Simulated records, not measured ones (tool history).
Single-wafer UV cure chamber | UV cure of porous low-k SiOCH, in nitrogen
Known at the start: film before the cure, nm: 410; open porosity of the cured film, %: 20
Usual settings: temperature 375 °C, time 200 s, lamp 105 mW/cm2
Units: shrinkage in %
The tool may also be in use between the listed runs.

run,hour,temperature,time,lamp,shrinkage
1,0,375,200,105,9.029
2,12.4,375,200,105,9.15
3,32.6,375,200,105,8.948
4,52.8,375,200,105,8.755
5,79.8,375,200,105,8.89
6,106.6,375,200,105,9.025
7,119.9,375,200,74,7.268
8,141.7,375,200,74,7.458
9,167.4,375,200,81,7.819
10,188.8,375,200,81,7.574
11,210.5,375,200,105,8.613
12,242.6,375,200,105,8.862
13,270.9,375,200,105,8.458
# hour 289.5: quartz window cleaned
14,322.4,375,200,105,8.247
15,344.3,375,115,105,6.079
16,369.4,375,200,74,6.849
17,450.6,389,155,90,6.778
18,468.3,355,200,105,7.854
19,498.7,383,155,115,7.53
# hour 506.8: UV bulbs replaced
20,514,375,200,139,11.134
21,547.9,375,200,105,10.141
22,574.3,375,200,79,8.798
23,607,375,200,105,10.011
24,692.5,364,265,127,11.479
25,715.5,386,165,77,7.853
26,738.8,375,200,105,10.108
27,753.4,375,90,105,6.741

5 ways to go on from here, each from the tool as it stands after run 27. What would each give?
A,753.9,375,200,68,?
B,753.9,375,200,67,?
C,753.9,386,310,69,?
D,753.9,375,95,105,?
E,753.9,381,200,93,?

run,shrinkage
A,8.405
B,8.343
C,10.535
D,7.143
E,9.837
Without the tool's hidden state the same runs would have given:
run,shrinkage
A,8.569
B,8.507
C,10.709
D,7.3
E,10.007
